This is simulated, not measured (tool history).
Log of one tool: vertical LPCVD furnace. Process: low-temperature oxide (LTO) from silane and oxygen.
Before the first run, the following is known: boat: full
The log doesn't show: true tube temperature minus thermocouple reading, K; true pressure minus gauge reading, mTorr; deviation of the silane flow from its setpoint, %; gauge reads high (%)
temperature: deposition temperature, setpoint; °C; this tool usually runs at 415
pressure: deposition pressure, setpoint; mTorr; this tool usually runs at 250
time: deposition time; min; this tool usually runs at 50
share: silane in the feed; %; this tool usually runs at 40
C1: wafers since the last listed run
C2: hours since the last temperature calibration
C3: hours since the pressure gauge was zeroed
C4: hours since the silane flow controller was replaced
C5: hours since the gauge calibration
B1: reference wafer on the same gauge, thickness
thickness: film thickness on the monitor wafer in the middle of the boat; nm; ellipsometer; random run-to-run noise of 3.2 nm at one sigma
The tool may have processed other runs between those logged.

Run 1, day 0: usual settings; C1 0; C2 1782.2; C3 2314.2; C4 5914.6; C5 1831.7; B1 502.27. Result: thickness 633.76 nm.
Run 2, day 4.15: usual settings; C1 2074; C2 1881.8; C3 2413.8; C4 6014.2; C5 1931.3; B1 503.23. Result: thickness 631.01 nm.
Run 3, day 8.217: usual settings; C1 2032; C2 1979.4; C3 2511.4; C4 6111.8; C5 2028.9; B1 501.59. Result: thickness 636.46 nm.
Run 4, day 11.683: usual settings; C1 1732; C2 2062.6; C3 2594.6; C4 6195; C5 2112.1; B1 504.78. Result: thickness 637.06 nm.
Run 5, day 13.621: usual settings; C1 968; C2 2109.1; C3 2641.1; C4 6241.5; C5 2158.6; B1 503.3. Result: thickness 642.09 nm.
Run 6, day 15.779: usual settings; C1 1078; C2 2160.9; C3 2692.9; C4 6293.3; C5 2210.4; B1 502.53. Result: thickness 639.08 nm.
Run 7, day 20.046: usual settings; C1 2132; C2 2263.3; C3 2795.3; C4 6395.7; C5 2312.8; B1 502.15. Result: thickness 651.9 nm.
At day 22.671: thermocouples replaced and temperature profile calibrated.
At day 23.267: silane flow controller replaced.
Run 8, day 23.525: usual settings but temperature 419 °C; C1 941; C2 20.5; C3 2878.8; C4 6.2; C5 2396.3; B1 503.17. Result: thickness 656.61 nm.
At day 24.967: gauge calibrated.
Run 9, day 26.221: usual settings but temperature 419 °C; C1 1347; C2 85.2; C3 2943.5; C4 70.9; C5 30.1; B1 503.47. Result: thickness 656.96 nm.
Run 10, day 28.483: usual settings but temperature 419 °C; C1 1130; C2 139.5; C3 2997.8; C4 125.2; C5 84.4; B1 502.08. Result: thickness 661.8 nm.
Run 11, day 31.212: usual settings but pressure 220 mTorr, time 31.5 min; C1 1364; C2 205; C3 3063.3; C4 190.7; C5 149.9; B1 502.42. Result: thickness 355.24 nm.
At day 34.442: pressure gauge zeroed.
Run 12, day 38.15: usual settings; C1 2967; C2 371.5; C3 89; C4 357.2; C5 316.4; B1 502.74. Result: thickness 603.98 nm.
Run 13, day 42.188: usual settings but temperature 425 °C, pressure 225 mTorr, time 30.5 min; C1 2017; C2 468.4; C3 185.9; C4 454.1; C5 413.3; B1 504.25. Result: thickness 364.51 nm.
Run 14, day 43.779: usual settings but temperature 411 °C, pressure 205 mTorr; C1 795; C2 506.6; C3 224.1; C4 492.3; C5 451.5; B1 504.78. Result: thickness 474.13 nm.
Run 15, day 45.758: usual settings but pressure 225 mTorr, share 46 %; C1 989; C2 554.1; C3 271.6; C4 539.8; C5 499; B1 502.55. Result: thickness 626.09 nm.
Run 16, day 48.038: usual settings but time 58.5 min, share 38 %; C1 1139; C2 608.8; C3 326.3; C4 594.5; C5 553.7; B1 503.97. Result: thickness 661.71 nm.
Run 17, day 50.196: usual settings; C1 1078; C2 660.6; C3 378.1; C4 646.3; C5 605.5; B1 503.35. Result: thickness 601.26 nm.
Run 18, day 51.925: usual settings but time 32 min; C1 864; C2 702.1; C3 419.6; C4 687.8; C5 647; B1 501.28. Result: thickness 385.29 nm.
Run 19, day 55.583: usual settings but pressure 305 mTorr; C1 1828; C2 789.9; C3 507.4; C4 775.6; C5 734.8; B1 502.57. Result: thickness 736.92 nm.
Run 20, day 59.408: usual settings; C1 1911; C2 881.7; C3 599.2; C4 867.4; C5 826.6; B1 502.91. Result: thickness 603.3 nm.
Run 21, day 61.533: usual settings but time 63 min, share 36 %; C1 1062; C2 932.7; C3 650.2; C4 918.4; C5 877.6; B1 503.34. Result: thickness 671.15 nm.
Run 22, day 63.733: usual settings but time 64 min, share 44 %; C1 1099; C2 985.5; C3 703; C4 971.2; C5 930.4; B1 502.49. Result: thickness 857.84 nm.
Run 23, day 67.45: usual settings; C1 1857; C2 1074.7; C3 792.2; C4 1060.4; C5 1019.6; B1 504.05. Result: thickness 603.34 nm.
Run 24, day 71.233: usual settings but time 30 min; C1 1890; C2 1165.5; C3 883; C4 1151.2; C5 1110.4; B1 502.63. Result: thickness 365.19 nm.
Run 25, day 73.354: usual settings but temperature 423 °C, pressure 265 mTorr, time 66 min; C1 1059; C2 1216.4; C3 933.9; C4 1202.1; C5 1161.3; B1 502.19. Result: thickness 924 nm.
Run 26, day 75.646: usual settings; C1 1145; C2 1271.4; C3 988.9; C4 1257.1; C5 1216.3; B1 503.55. Result: thickness 610.54 nm.
Run 27, day 79.017: usual settings but pressure 205 mTorr, share 35 %; C1 1684; C2 1352.3; C3 1069.8; C4 1338; C5 1297.2; B1 503.37. Result: thickness 424.22 nm.
Run 28, day 83.496: usual settings but time 37 min, share 34 %; C1 2238; C2 1459.8; C3 1177.3; C4 1445.5; C5 1404.7; B1 502.63. Result: thickness 369.39 nm.
Run 29, day 86.096: usual settings; C1 1299; C2 1522.2; C3 1239.7; C4 1507.9; C5 1467.1; B1 501.51. Result: thickness 608.7 nm.
Run 30, day 89.242: usual settings; C1 1572; C2 1597.7; C3 1315.2; C4 1583.4; C5 1542.6; B1 502.69. Result: thickness 613.72 nm.
Run 31, day 91.075: usual settings but temperature 406 °C, pressure 210 mTorr, time 41 min, share 37 %; C1 916; C2 1641.7; C3 1359.2; C4 1627.4; C5 1586.6; B1 504.03. Result: thickness 351.65 nm.

Take each entry between the runs: how does the hidden state at the last listed run before it differ from the hidden state at the first listed run after it?
Logged between run 7 and run 8: thermocouples replaced and temperature profile calibrated (day 22.671); silane flow controller replaced (day 23.267)
  true tube temperature minus thermocouple reading, K: 2.34 -> 0.218; true pressure minus gauge reading, mTorr: 12.2 -> 12.9
  measured minus no-state result, thickness: +45.22 -> +33.67 nm
Logged between run 8 and run 9: gauge calibrated (day 24.967)
  true tube temperature minus thermocouple reading, K: 0.218 -> 0.221; true pressure minus gauge reading, mTorr: 12.9 -> 13.5
  measured minus no-state result, thickness: +33.67 -> +35.07 nm
Logged between run 11 and run 12: pressure gauge zeroed (day 34.442)
  true tube temperature minus thermocouple reading, K: 0.235 -> 0.273; true pressure minus gauge reading, mTorr: 14.6 -> -1.08
  measured minus no-state result, thickness: +22.92 -> -0.91 nm
